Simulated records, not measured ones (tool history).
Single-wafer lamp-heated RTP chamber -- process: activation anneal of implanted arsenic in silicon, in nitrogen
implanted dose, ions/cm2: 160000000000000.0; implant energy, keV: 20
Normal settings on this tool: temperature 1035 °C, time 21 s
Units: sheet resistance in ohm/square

run,day,temperature,time,wafers since the last listed run,wafers since the last pyrometer calibration,wafers since the reflector plate was cleaned,hours since the gauge calibration,"read-back reference wafer on the same gauge, sheet resistance",sheet resistance
1,0.000,1035,24,0,3723,9136,2.3,429.04,435.91
2,1.067,1035,24,333,4057,9469,27.9,428.99,436.19
3,2.554,1035,21,465,4522,9934,63.6,429.00,437.36
4,4.042,1035,21,465,4987,10400,99.3,429.07,437.52
5,4.812,1035,17,241,5228,10641,117.8,429.23,438.13
6,6.262,1035,17,453,5682,11094,152.6,428.86,438.10
7,6.875,1035,17,191,5873,11286,167.3,429.07,438.78
8,7.621,1035,21,233,6107,11519,185.2,429.07,436.39
9,9.046,1035,17,445,6552,11965,219.4,429.00,437.99
# day 9.550: reflector plate cleaned
10,10.054,1024,21,211,6763,157,243.6,428.96,438.52
11,11.383,1043,30,415,7179,573,275.5,429.05,433.29
# day 14.912: gauge calibrated
# day 14.971: pyrometer window cleaned and pyrometer calibrated
12,15.558,1011,21,1201,184,1774,15.5,428.99,440.00
13,16.167,1020,21,190,374,1964,30.1,428.96,439.27
14,17.162,1035,21,311,686,2276,54.0,428.98,436.30
15,17.992,1015,28,259,945,2535,73.9,429.02,438.77
16,18.879,1057,21,277,1222,2813,95.2,428.88,431.98

Run-by-run hidden state of the tool:
true wafer temperature minus pyrometer reading, K: 0, the same for each run
wafer temperature error from the tarnished reflector plate, K: 0, the same for each run
gauge reads high (%): 0, the same for each run
